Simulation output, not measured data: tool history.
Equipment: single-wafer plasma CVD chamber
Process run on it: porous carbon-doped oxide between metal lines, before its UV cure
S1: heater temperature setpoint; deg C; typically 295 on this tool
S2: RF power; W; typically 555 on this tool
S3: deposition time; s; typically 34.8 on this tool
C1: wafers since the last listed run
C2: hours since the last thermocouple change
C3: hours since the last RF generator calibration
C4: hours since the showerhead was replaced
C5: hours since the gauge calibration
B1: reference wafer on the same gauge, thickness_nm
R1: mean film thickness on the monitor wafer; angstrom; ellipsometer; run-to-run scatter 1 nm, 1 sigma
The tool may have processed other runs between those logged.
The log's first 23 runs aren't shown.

| run | hour | S1 | S2 | S3 | C1 | C2 | C3 | C4 | C5 | B1 | R1 |
|---|---|---|---|---|---|---|---|---|---|---|---|
| 24 | 603.1 | 295 | 640 | 27.9 | 615 | 295.3 | 237.3 | 509.7 | 409.4 | 190.932 | 1991.96 |
| 25 | 634.5 | 295 | 660 | 28.5 | 786 | 326.7 | 268.7 | 541.1 | 440.8 | 191.175 | 2100.62 |
| 26 | 650.2 | 281 | 645 | 34.8 | 393 | 342.4 | 284.4 | 556.8 | 456.5 | 191.133 | 2698.31 |
| 27 | 665.1 | 295 | 660 | 28.5 | 373 | 357.3 | 299.3 | 571.7 | 471.4 | 191.315 | 2097.90 |
| 28 | 686.7 | 295 | 555 | 30.9 | 540 | 378.9 | 320.9 | 593.3 | 493.0 | 191.311 | 1982.76 |
| 29 | 721.8 | 283 | 555 | 37.8 | 878 | 414.0 | 356.0 | 628.4 | 528.1 | 191.216 | 2561.75 |
| 30 | 743.0 | 285 | 490 | 34.8 | 530 | 435.2 | 377.2 | 649.6 | 549.3 | 191.583 | 2133.68 |
| 31 | 778.7 | 282 | 485 | 37.8 | 893 | 470.9 | 412.9 | 685.3 | 585.0 | 191.700 | 2344.68 |
| 32 | 793.8 | 285 | 555 | 34.8 | 378 | 486.0 | 428.0 | 700.4 | 600.1 | 191.619 | 2365.13 |
| 33 | 807.6 | 295 | 555 | 34.8 | 345 | 499.8 | 441.8 | 714.2 | 613.9 | 191.833 | 2211.99 |

Predict each of these 5 candidate next runs independently; none follows another, all start after run 33:
| A | 808.0 | 295 | 465 | 34.8 | 10 | 500.2 | 442.2 | 714.6 | 614.3 | ? | ? |
| B | 808.0 | 309 | 555 | 37.4 | 10 | 500.2 | 442.2 | 714.6 | 614.3 | ? | ? |
| C | 808.0 | 295 | 480 | 34.8 | 10 | 500.2 | 442.2 | 714.6 | 614.3 | ? | ? |
| D | 808.0 | 306 | 475 | 29.6 | 10 | 500.2 | 442.2 | 714.6 | 614.3 | ? | ? |
| E | 808.0 | 309 | 635 | 28.4 | 10 | 500.2 | 442.2 | 714.6 | 614.3 | ? | ? |

| run | B1 | R1 |
|---|---|---|
| A | 191.723 | 1933.53 |
| B | 191.723 | 2215.65 |
| C | 191.723 | 1985.54 |
| D | 191.723 | 1585.80 |
| E | 191.723 | 1875.97 |
Take away the tool's hidden state, keep each run's random variation, and the runs would have read:
| run | R1 |
|---|---|
| A | 1916.38 |
| B | 2196.00 |
| C | 1967.93 |
| D | 1571.74 |
| E | 1859.33 |
